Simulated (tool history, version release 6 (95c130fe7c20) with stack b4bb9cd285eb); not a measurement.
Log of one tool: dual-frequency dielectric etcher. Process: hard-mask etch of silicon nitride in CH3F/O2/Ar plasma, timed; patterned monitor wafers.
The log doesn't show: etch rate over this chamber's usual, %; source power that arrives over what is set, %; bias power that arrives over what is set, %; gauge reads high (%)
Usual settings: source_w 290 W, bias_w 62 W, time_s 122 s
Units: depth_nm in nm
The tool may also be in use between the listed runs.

run     day  source_w  bias_w  time_s  wafers since the last listed run  hours since the last wet clean  hours since the last source power generator calibration  hours since the last bias power generator calibration  hours since the last upper electrode change  hours since the gauge calibration  read-back reference wafer on the same gauge, depth_nm  depth_nm
  1       0       290      62     122                                 0                             244                                                   4951.9                                                 4076.2                                       3760.7                              143.9                                                   81.5        73
  2   0.292       290      62     122                                61                             251                                                   4958.9                                                 4083.2                                       3767.7                              150.9                                                   81.6      72.7
  3   0.883       290      70     122                               124                           265.2                                                   4973.1                                                 4097.4                                       3781.9                              165.1                                                   81.6      74.9
  4   1.288       250      62     122                                85                           274.9                                                   4982.8                                                 4107.1                                       3791.6                              174.8                                                   81.7      69.4
  5     1.7       270      73     122                                86                           284.8                                                   4992.7                                                   4117                                       3801.5                              184.7                                                   81.7      73.7
  6   2.262       290      62     122                               118                           298.3                                                   5006.2                                                 4130.5                                         3815                              198.2                                                   81.7      73.2
  7   2.746       290      62     122                               101                           309.9                                                   5017.8                                                 4142.1                                       3826.6                              209.8                                                   81.5      73.1
  8   3.404       290      62     122                               138                           325.7                                                   5033.6                                                 4157.9                                       3842.4                              225.6                                                   81.5      73.4
  9   4.058       330      62     122                               137                           341.4                                                   5049.3                                                 4173.6                                       3858.1                              241.3                                                   81.6      77.2
        5.3  -- wet clean of the chamber
      5.412  -- upper electrode replaced
 10   5.433       330      62     122                                55                             3.2                                                   5082.3                                                 4206.6                                          0.5                              274.3                                                   81.5      74.3
 11   5.446       290      62     122                                 2                             3.5                                                   5082.6                                                 4206.9                                          0.8                              274.6                                                   81.8      71.1
 12   5.696       290      62     122                                52                             9.5                                                   5088.6                                                 4212.9                                          6.8                              280.6                                                   81.6      71.2
 13   6.333       290      62     122                               134                            24.8                                                   5103.9                                                 4228.2                                         22.1                              295.9                                                   81.6      71.1
 14   6.946       250      48      97                               129                            39.5                                                   5118.6                                                 4242.9                                         36.8                              310.6                                                   81.5      51.2
 15   7.496       270      74      99                               115                            52.7                                                   5131.8                                                 4256.1                                           50                              323.8                                                   81.7      59.1
      7.917  -- gauge calibrated
 16   8.192       290      62     122                               146                            69.4                                                   5148.5                                                 4272.8                                         66.7                                6.6                                                   81.5      71.2
      8.404  -- bias power generator calibrated
 17   8.508       260      48    91.5                                31                              77                                                   5156.1                                                    2.5                                         74.3                               14.2                                                   81.6      49.1
 18   9.196       290      46     122                               144                            93.5                                                   5172.6                                                     19                                         90.8                               30.7                                                   81.5      66.6
 19   9.892       290      62     122                               146                           110.2                                                   5189.3                                                   35.7                                        107.5                               47.4                                                   81.5      71.5
 20  11.883       330      62    99.5                               419                             158                                                   5237.1                                                   83.5                                        155.3                               95.2                                                   81.6      61.5
     13.308  -- source power generator calibrated
 21  13.746       290      62     122                               357                           202.7                                                     10.5                                                  128.2                                          200                              139.9                                                   81.7      72.7
 22  14.388       330      48     139                               135                           218.1                                                     25.9                                                  143.6                                        215.4                              155.3                                                   81.6      82.2
 23  15.092       290      62     122                               148                             235                                                     42.8                                                  160.5                                        232.3                              172.2                                                   81.5      72.7
 24    15.4       360      77     137                                65                           242.4                                                     50.2                                                  167.9                                        239.7                              179.6                                                   81.6      92.5
 25  15.838       250      51     106                                92                           252.9                                                     60.7                                                  178.4                                        250.2                              190.1                                                   81.5      57.9
 26  16.288       290      48     104                                94                           263.7                                                     71.5                                                  189.2                                          261                              200.9                                                   81.5      59.3
 27  16.654       290      62     122                                77                           272.5                                                     80.3                                                    198                                        269.8                              209.7                                                   81.5      72.7

4 ways to go on from here, each from the tool as it stands after run 27. What would each give?
  A  16.675       290      62   153.5                                 4                             273                                                     80.8                                                  198.5                                        270.3                              210.2                                                      ?         ?
  B  16.675       290      77     122                                 4                             273                                                     80.8                                                  198.5                                        270.3                              210.2                                                      ?         ?
  C  16.675       290      62    86.5                                 4                             273                                                     80.8                                                  198.5                                        270.3                              210.2                                                      ?         ?
  D  16.675       260      62     122                                 4                             273                                                     80.8                                                  198.5                                        270.3                              210.2                                                      ?         ?

run  read-back reference wafer on the same gauge, depth_nm  depth_nm
  A                                                   81.6      91.9
  B                                                   81.6        77
  C                                                   81.6      51.8
  D                                                   81.6      70.5
Without the tool's hidden state the same runs would have given:
run  depth_nm
  A      89.2
  B      74.7
  C      50.3
  D      68.4
